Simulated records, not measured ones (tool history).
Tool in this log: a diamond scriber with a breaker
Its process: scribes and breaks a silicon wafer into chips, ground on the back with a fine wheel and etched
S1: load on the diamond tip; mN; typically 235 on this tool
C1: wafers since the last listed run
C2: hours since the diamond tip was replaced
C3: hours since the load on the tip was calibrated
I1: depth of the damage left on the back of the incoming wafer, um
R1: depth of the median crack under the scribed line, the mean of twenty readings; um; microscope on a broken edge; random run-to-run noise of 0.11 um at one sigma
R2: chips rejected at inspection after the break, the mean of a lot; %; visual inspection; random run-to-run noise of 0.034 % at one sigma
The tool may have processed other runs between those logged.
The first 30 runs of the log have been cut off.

run,hour,S1,C1,C2,C3,I1,R1,R2
31,1740.1,176,89,64.2,198.1,0.61,9.67,8.47
32,1799.6,194,91,123.7,257.6,0.80,10.29,4.64
33,1832.7,213,50,156.8,290.7,0.52,10.97,2.57
34,1901.4,180,105,225.5,359.4,0.46,9.45,8.46
35,1972.9,277,109,297.0,430.9,0.77,12.82,0.47
36,2028.0,235,84,352.1,486.0,0.80,11.30,1.99
37,2088.1,186,92,412.2,546.1,0.61,9.50,11.50
38,2128.8,292,62,452.9,586.8,0.80,12.80,0.51
# hour 2193.5: diamond tip replaced by a new one
39,2194.0,235,96,0.5,652.0,0.68,12.49,0.56
# hour 2238.6: load on the tip recalibrated
40,2239.1,180,66,45.6,0.5,0.73,10.20,6.75
41,2263.7,259,37,70.2,25.1,0.43,13.04,0.68

Alternative continuations, all from the tool just after run 41; predict every row:
A,2264.3,257,0,70.8,25.7,0.76,?,?
B,2264.3,189,0,70.8,25.7,0.76,?,?
C,2264.3,305,0,70.8,25.7,0.76,?,?

run,R1,R2
A,12.75,0.67
B,10.22,4.93
C,14.39,3.52
Had the tool no hidden state, the same runs would have come out as:
run,R1,R2
A,13.14,1.05
B,10.53,3.64
C,14.84,4.78

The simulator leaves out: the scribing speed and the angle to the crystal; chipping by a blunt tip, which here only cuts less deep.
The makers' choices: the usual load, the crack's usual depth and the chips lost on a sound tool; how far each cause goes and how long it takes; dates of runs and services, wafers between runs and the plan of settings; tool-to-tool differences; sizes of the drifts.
